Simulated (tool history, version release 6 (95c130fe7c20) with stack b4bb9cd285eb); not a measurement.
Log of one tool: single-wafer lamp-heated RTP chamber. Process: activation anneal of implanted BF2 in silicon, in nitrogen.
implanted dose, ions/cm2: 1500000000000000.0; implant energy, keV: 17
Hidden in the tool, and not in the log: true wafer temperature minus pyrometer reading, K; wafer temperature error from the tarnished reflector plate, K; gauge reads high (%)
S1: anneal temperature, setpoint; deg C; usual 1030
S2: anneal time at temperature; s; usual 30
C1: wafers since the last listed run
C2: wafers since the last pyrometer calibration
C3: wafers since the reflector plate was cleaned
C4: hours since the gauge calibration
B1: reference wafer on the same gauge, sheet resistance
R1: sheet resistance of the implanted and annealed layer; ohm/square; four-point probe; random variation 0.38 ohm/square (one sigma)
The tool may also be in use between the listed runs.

run    hour    S1  S2    C1    C2    C3      C4      B1      R1
  1       0  1030  30     0  3014     5   581.7   140.9  128.35
  2    59.6  1030  30   665  3680   671   641.3  141.07  127.65
  3   103.4  1023  30   489  4170  1161   685.1  141.03  133.51
  4   151.3  1023  30   535  4705  1696     733  141.08  133.33
  5   176.2  1030  30   278  4983  1974   757.9  140.95  126.56
  6   207.1  1030  30   345  5328  2319   788.8  141.07  126.62
  7   255.2  1030  30   537  5866  2857   836.9  141.05  126.09
  8   286.6  1030  30   350  6217  3208   868.3  140.94  126.29
      307.5  -- pyrometer window cleaned and pyrometer calibrated
  9   313.7  1030  19   213    69  3421   895.4  140.93  143.41
 10   352.6  1030  19   434   503  3856   934.3  141.08  141.38
 11   403.8  1030  19   572  1075  4428   985.5  141.05  142.06
 12     555  1030  30  1689  2765  6117  1136.7  141.13  127.84
 13   608.2  1030  30   594  3359  6712  1189.9  141.04  127.39
 14   645.7  1030  30   419  3778  7131  1227.4  141.14  126.82
      793.7  -- reflector plate cleaned
      823.3  -- pyrometer window cleaned and pyrometer calibrated
 15   823.8  1030  30  1811     5   247  1405.5  140.74  129.57
      925.3  -- gauge calibrated
 16   967.5  1052  21  1605  1611  1852    42.2  140.97  119.11
 17  1099.6  1030  41  1476  3087  3329   174.3  141.05  120.24
 18  1150.1  1054  13   564  3651  3893   224.8  140.88  127.33
 19    1183  1042  16   367  4019  4260   257.7  141.21  132.46
 20  1244.8  1030  30   690  4709  4951   319.5   141.1  127.13
 21  1285.1  1053  14   450  5159  5401   359.8  141.03  125.66
     1336.8  -- pyrometer window cleaned and pyrometer calibrated
 22  1338.3  1051  30   505    17  5906     413     141  113.83
 23    1407  1030  30   767   784  6674   481.7     141  129.72
       1451  -- reflector plate cleaned
 24  1474.5  1046  39   664  1449   262   549.2  141.09  110.69
 25  1511.6  1011  30   414  1864   677   586.3  140.92  147.54
 26  1563.4  1012  39   578  2442  1255   638.1  140.88  138.61
 27  1767.8  1030  30  2283  4726  3539   842.5  140.98  126.69
 28    1826  1040  38   650  5377  4190   900.7  140.92  113.27
 29  1892.8  1030  30   746  6123  4936   967.5  141.09  126.14
 30  1930.5  1008  20   421  6544  5357  1005.2  141.16  160.89
     1948.1  -- pyrometer window cleaned and pyrometer calibrated
 31  2003.7  1043  39   728   621  6086  1078.4  140.89  114.13
 32  2039.5  1030  30   400  1021  6486  1114.2  140.91  129.75
 33  2096.5  1001  30   636  1658  7123  1171.2  140.96  163.15
 34  2127.8  1030  30   349  2007  7473  1202.5   141.1  128.66
 35  2157.3  1009  30   329  2337  7802    1232  141.09  151.48
 36  2193.3  1030  30   402  2739  8204    1268  141.11  128.49
     2226.7  -- gauge calibrated
     2229.9  -- reflector plate cleaned
 37  2246.2  1060  30   501  3241   182    19.5  140.91  104.28

The same runs without the tool's hidden state, with the same run-to-run variation:
run      R1
  1  130.64
  2  130.41
  3  137.11
  4  137.36
  5  130.22
  6  130.53
  7  130.37
  8  130.82
  9  144.29
 10  142.65
 11  143.85
 12  130.48
 13  130.46
 14  130.17
 15  129.84
 16  120.61
 17  122.58
 18  130.39
 19   136.2
 20  130.78
 21   129.9
 22  114.18
 23  130.65
 24  111.99
 25  150.42
 26  141.85
 27  130.48
 28  117.07
 29  130.92
 30  170.07
 31  114.61
 32  130.61
 33  165.73
 34  130.22
 35  154.58
 36  130.59
 37  106.84
